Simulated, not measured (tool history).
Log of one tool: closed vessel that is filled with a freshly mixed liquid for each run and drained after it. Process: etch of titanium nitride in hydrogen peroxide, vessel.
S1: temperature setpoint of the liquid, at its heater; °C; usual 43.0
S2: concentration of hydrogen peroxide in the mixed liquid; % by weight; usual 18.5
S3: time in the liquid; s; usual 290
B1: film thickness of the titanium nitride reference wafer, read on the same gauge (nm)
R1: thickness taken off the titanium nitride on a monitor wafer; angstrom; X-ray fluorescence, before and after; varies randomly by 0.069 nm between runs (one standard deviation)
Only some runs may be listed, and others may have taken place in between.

run	day	S1	S2	S3	B1	R1
1	0.000	43.0	18.5	195	120.02	61.0
2	1.142	43.0	18.5	195	120.00	60.6
3	2.621	43.0	18.5	195	120.02	60.5
4	3.612	39.5	18.5	290	120.02	70.4
5	4.246	39.5	18.5	290	120.01	70.9
6	4.938	39.5	18.5	290	119.94	70.3
7	5.583	43.0	18.5	290	120.01	92.1
8	6.558	50.0	18.5	290	120.04	151.8
9	7.062	50.0	18.5	290	120.03	153.7
# day 7.679: new drum of peroxide connected
10	7.958	43.0	18.5	205	120.01	65.8
11	8.608	35.5	20.5	370	119.97	67.9
# day 8.712: thermometer replaced
12	9.988	43.0	21.0	415	120.01	119.2
13	10.567	53.0	18.5	240	119.99	139.8
14	11.517	43.0	18.5	290	120.00	80.9
# day 11.554: gauge calibrated
15	12.779	46.5	18.5	290	120.03	107.1
# day 13.458: peroxide flow meter replaced
16	13.662	43.0	18.5	290	119.98	82.3
17	14.517	39.0	22.5	290	120.05	63.3
18	15.517	43.0	14.5	375	120.03	102.5
19	16.821	43.0	18.5	195	120.01	56.4
20	18.133	43.0	22.5	435	119.95	130.7

3 ways to go on from here, each from the tool as it stands after run 20. What would each give?
A	18.162	43.0	15.0	290	?	?
B	18.162	50.0	18.5	205	?	?
C	18.162	43.0	22.0	290	?	?

run	B1	R1
A	119.99	80.4
B	119.99	99.3
C	119.99	87.3
With no hidden state in the tool, these same runs would have given:
run	R1
A	73.8
B	91.4
C	80.0

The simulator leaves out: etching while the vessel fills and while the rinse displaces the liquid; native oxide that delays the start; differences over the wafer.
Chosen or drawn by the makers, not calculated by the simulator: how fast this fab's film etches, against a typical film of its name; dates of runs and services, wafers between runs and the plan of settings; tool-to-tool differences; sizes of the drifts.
